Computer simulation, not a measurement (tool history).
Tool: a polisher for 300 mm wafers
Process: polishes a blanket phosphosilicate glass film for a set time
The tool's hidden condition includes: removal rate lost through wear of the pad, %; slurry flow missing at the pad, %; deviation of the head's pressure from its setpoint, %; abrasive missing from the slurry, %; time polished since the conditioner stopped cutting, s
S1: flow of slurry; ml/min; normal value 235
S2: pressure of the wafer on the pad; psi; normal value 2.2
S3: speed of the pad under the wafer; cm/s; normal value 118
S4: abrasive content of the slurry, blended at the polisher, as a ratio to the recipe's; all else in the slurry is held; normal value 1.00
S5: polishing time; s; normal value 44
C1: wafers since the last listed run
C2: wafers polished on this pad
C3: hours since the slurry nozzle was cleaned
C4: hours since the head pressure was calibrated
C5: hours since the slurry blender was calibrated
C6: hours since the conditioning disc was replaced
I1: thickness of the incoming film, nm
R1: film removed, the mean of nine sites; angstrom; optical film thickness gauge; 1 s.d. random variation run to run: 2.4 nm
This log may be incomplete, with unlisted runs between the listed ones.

run	hour	S1	S2	S3	S4	S5	C1	C2	C3	C4	C5	C6	I1	R1
1	0.0	235	2.2	118	1.00	44	0	980	121.6	705.9	208.7	212.9	1961.7	3225
# hour 34.7: worn pad replaced by a new one
2	35.2	235	2.2	118	1.00	44	426	6	156.8	741.1	243.9	248.1	1942.6	3385
3	51.2	235	2.2	118	1.00	44	218	225	172.8	757.1	259.9	264.1	1937.5	3342
4	75.1	235	2.2	118	0.80	44	326	551	196.7	781.0	283.8	288.0	1958.2	2922
5	102.6	235	2.2	118	1.00	32	375	927	224.2	808.5	311.3	315.5	1981.3	2360
6	119.5	235	2.2	118	1.00	44	230	1158	241.1	825.4	328.2	332.4	1966.8	3220
# hour 126.4: slurry blender recalibrated
7	140.8	235	2.2	118	0.85	53	263	1421	262.4	846.7	14.4	353.7	1930.0	3523
# hour 154.7: worn pad replaced by a new one
8	167.0	175	2.2	118	1.00	44	303	167	288.6	872.9	40.6	379.9	1964.5	3195
9	182.4	175	2.2	118	1.00	44	210	378	304.0	888.3	56.0	395.3	1946.2	3168
10	207.5	175	2.2	118	1.00	44	342	720	329.1	913.4	81.1	420.4	1947.5	3120
11	225.0	235	2.2	138	1.00	44	239	959	346.6	930.9	98.6	437.9	1941.2	3544
12	237.6	235	2.2	138	1.00	44	172	1132	359.2	943.5	111.2	450.5	1955.3	3514
# hour 270.1: worn pad replaced by a new one
13	270.6	235	2.9	102	1.10	37	396	7	392.2	976.5	144.2	483.5	1966.1	3579
14	280.9	215	1.9	118	1.15	37	140	147	402.5	986.8	154.5	493.8	1962.1	2577
15	293.7	235	2.6	158	1.00	44	174	322	415.3	999.6	167.3	506.6	2003.2	4778
# hour 308.1: slurry nozzle cleaned
16	312.0	235	2.2	118	0.85	53	236	558	3.9	1017.9	185.6	524.9	1961.7	3712
# hour 319.1: conditioning disc replaced and pad reconditioned
17	338.9	235	1.7	94	1.00	55	340	899	30.8	1044.8	212.5	19.8	1932.4	2784
18	369.5	235	2.2	130	0.80	50	418	1317	61.4	1075.4	243.1	50.4	1968.1	3444
# hour 383.7: worn pad replaced by a new one
# hour 392.7: head pressure recalibrated
19	402.1	235	2.2	118	0.90	33	363	224	94.0	9.4	275.7	83.0	1950.5	2394
20	432.8	235	2.2	118	1.00	44	419	643	124.7	40.1	306.4	113.7	1959.3	3274
21	467.6	235	1.5	118	0.70	44	475	1118	159.5	74.9	341.2	148.5	1976.9	1774
22	483.4	180	2.2	118	1.00	44	215	1334	175.3	90.7	357.0	164.3	1975.1	3098
# hour 496.6: slurry blender recalibrated
23	499.8	180	2.2	118	1.00	44	196	1531	191.7	107.1	3.2	180.7	1977.2	3017
# hour 510.9: worn pad replaced by a new one
24	598.0	310	1.9	148	0.70	44	1286	1189	289.9	205.3	101.4	278.9	1955.0	2709
25	620.8	190	2.0	118	1.15	44	311	1501	312.7	228.1	124.2	301.7	1956.5	3006

3 options for the next run, each taken on its own from the tool as it stands now. Forecast them:
A	621.2	235	1.7	118	1.00	44	5	1506	313.1	228.5	124.6	302.1	1947.3	?
B	621.2	235	2.2	118	1.00	33	5	1506	313.1	228.5	124.6	302.1	1947.3	?
C	621.2	235	2.7	102	1.20	44	5	1506	313.1	228.5	124.6	302.1	1947.3	?

run	R1
A	2430
B	2359
C	3848
With no hidden state in the tool, these same runs would have given:
run	R1
A	2620
B	2543
C	4149
